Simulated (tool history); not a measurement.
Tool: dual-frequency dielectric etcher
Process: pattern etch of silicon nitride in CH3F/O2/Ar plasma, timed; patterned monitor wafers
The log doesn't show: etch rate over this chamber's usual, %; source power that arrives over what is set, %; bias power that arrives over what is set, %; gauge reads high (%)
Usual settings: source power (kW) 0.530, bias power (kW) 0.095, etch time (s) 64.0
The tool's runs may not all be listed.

| run | hour | source power (kW) | bias power (kW) | etch time (s) | wafers since the last listed run | hours since the last wet clean | hours since the last source power generator calibration | hours since the last bias power generator calibration | hours since the last upper electrode change | hours since the gauge calibration | read-back reference wafer on the same gauge, depth_nm | mean etch depth across the wafer (nm) |
|---|---|---|---|---|---|---|---|---|---|---|---|---|
| 1 | 0.0 | 0.530 | 0.095 | 64.0 | 0 | 524.0 | 4985.1 | 2888.1 | 4997.9 | 341.0 | 48.1 | 51.0 |
| 2 | 13.6 | 0.530 | 0.095 | 64.0 | 195 | 537.6 | 4998.7 | 2901.7 | 5011.5 | 354.6 | 48.1 | 51.1 |
| 3 | 23.8 | 0.530 | 0.095 | 64.0 | 146 | 547.8 | 5008.9 | 2911.9 | 5021.7 | 364.8 | 48.1 | 51.5 |
| 4 | 36.1 | 0.530 | 0.095 | 64.0 | 176 | 560.1 | 5021.2 | 2924.2 | 5034.0 | 377.1 | 48.0 | 51.2 |
| 5 | 49.5 | 0.530 | 0.095 | 64.0 | 192 | 573.5 | 5034.6 | 2937.6 | 5047.4 | 390.5 | 48.1 | 51.2 |
|  | 84.7 | wet clean of the chamber |
|  | 107.7 | upper electrode replaced |
| 6 | 108.2 | 0.530 | 0.095 | 64.0 | 167 | 23.5 | 5093.3 | 2996.3 | 0.5 | 449.2 | 48.1 | 52.5 |
| 7 | 108.6 | 0.530 | 0.095 | 64.0 | 5 | 23.9 | 5093.7 | 2996.7 | 0.9 | 449.6 | 48.0 | 52.8 |
| 8 | 108.9 | 0.530 | 0.095 | 64.0 | 4 | 24.2 | 5094.0 | 2997.0 | 1.2 | 449.9 | 48.1 | 52.8 |
| 9 | 109.2 | 0.530 | 0.095 | 64.0 | 4 | 24.5 | 5094.3 | 2997.3 | 1.5 | 450.2 | 48.1 | 52.9 |
| 10 | 109.6 | 0.530 | 0.095 | 64.0 | 5 | 24.9 | 5094.7 | 2997.7 | 1.9 | 450.6 | 48.1 | 52.5 |
| 11 | 121.1 | 0.530 | 0.095 | 64.0 | 165 | 36.4 | 5106.2 | 3009.2 | 13.4 | 462.1 | 48.2 | 52.8 |
|  | 130.5 | bias power generator calibrated |
| 12 | 135.9 | 0.530 | 0.095 | 64.0 | 155 | 51.2 | 5121.0 | 5.4 | 28.2 | 476.9 | 48.0 | 52.9 |
| 13 | 151.1 | 0.530 | 0.095 | 64.0 | 218 | 66.4 | 5136.2 | 20.6 | 43.4 | 492.1 | 48.3 | 52.9 |
| 14 | 160.1 | 0.530 | 0.095 | 64.0 | 129 | 75.4 | 5145.2 | 29.6 | 52.4 | 501.1 | 48.1 | 52.3 |
| 15 | 168.1 | 0.530 | 0.095 | 64.0 | 114 | 83.4 | 5153.2 | 37.6 | 60.4 | 509.1 | 48.1 | 52.4 |
| 16 | 175.8 | 0.590 | 0.103 | 74.5 | 110 | 91.1 | 5160.9 | 45.3 | 68.1 | 516.8 | 48.1 | 63.9 |
|  | 189.5 | source power generator calibrated |
| 17 | 190.0 | 0.530 | 0.095 | 82.0 | 146 | 105.3 | 0.5 | 59.5 | 82.3 | 531.0 | 48.0 | 66.8 |
| 18 | 199.4 | 0.530 | 0.095 | 50.0 | 135 | 114.7 | 9.9 | 68.9 | 91.7 | 540.4 | 48.2 | 40.7 |
| 19 | 216.0 | 0.530 | 0.106 | 53.0 | 238 | 131.3 | 26.5 | 85.5 | 108.3 | 557.0 | 48.1 | 44.9 |
|  | 218.0 | gauge calibrated |
| 20 | 233.0 | 0.610 | 0.085 | 64.0 | 244 | 148.3 | 43.5 | 102.5 | 125.3 | 15.0 | 48.1 | 52.3 |
| 21 | 239.2 | 0.480 | 0.095 | 64.0 | 89 | 154.5 | 49.7 | 108.7 | 131.5 | 21.2 | 48.1 | 51.4 |
| 22 | 251.4 | 0.630 | 0.116 | 78.0 | 175 | 166.7 | 61.9 | 120.9 | 143.7 | 33.4 | 48.1 | 70.7 |
| 23 | 259.2 | 0.570 | 0.084 | 71.0 | 112 | 174.5 | 69.7 | 128.7 | 151.5 | 41.2 | 48.1 | 56.4 |
| 24 | 274.8 | 0.530 | 0.113 | 64.0 | 224 | 190.1 | 85.3 | 144.3 | 167.1 | 56.8 | 48.1 | 55.5 |
| 25 | 290.8 | 0.530 | 0.095 | 55.5 | 229 | 206.1 | 101.3 | 160.3 | 183.1 | 72.8 | 48.1 | 44.9 |
| 26 | 308.0 | 0.630 | 0.087 | 81.0 | 247 | 223.3 | 118.5 | 177.5 | 200.3 | 90.0 | 48.1 | 66.6 |
| 27 | 316.6 | 0.660 | 0.109 | 64.0 | 123 | 231.9 | 127.1 | 186.1 | 208.9 | 98.6 | 47.9 | 57.5 |
| 28 | 328.0 | 0.630 | 0.114 | 76.5 | 163 | 243.3 | 138.5 | 197.5 | 220.3 | 110.0 | 48.0 | 68.4 |
| 29 | 343.1 | 0.530 | 0.095 | 64.0 | 217 | 258.4 | 153.6 | 212.6 | 235.4 | 125.1 | 47.9 | 52.4 |
| 30 | 358.6 | 0.630 | 0.084 | 55.0 | 222 | 273.9 | 169.1 | 228.1 | 250.9 | 140.6 | 48.1 | 44.8 |
| 31 | 368.9 | 0.490 | 0.082 | 83.0 | 148 | 284.2 | 179.4 | 238.4 | 261.2 | 150.9 | 48.1 | 63.2 |

Measured less the same run without the tool's hidden state. The same run-to-run variation is in both; the gauge's scatter may not be:
| run | mean etch depth across the wafer (nm) |
|---|---|
| 1 | -1.4 |
| 2 | -1.5 |
| 3 | -1.5 |
| 4 | -1.5 |
| 5 | -1.6 |
| 6 | -0.2 |
| 7 | -0.2 |
| 8 | -0.2 |
| 9 | -0.2 |
| 10 | -0.2 |
| 11 | -0.2 |
| 12 | -0.3 |
| 13 | -0.3 |
| 14 | -0.4 |
| 15 | -0.3 |
| 16 | -0.5 |
| 17 | -0.6 |
| 18 | -0.3 |
| 19 | -0.4 |
| 20 | -0.5 |
| 21 | -0.6 |
| 22 | -0.9 |
| 23 | -0.7 |
| 24 | -0.7 |
| 25 | -0.6 |
| 26 | -1.0 |
| 27 | -0.9 |
| 28 | -1.2 |
| 29 | -0.9 |
| 30 | -0.8 |
| 31 | -1.2 |
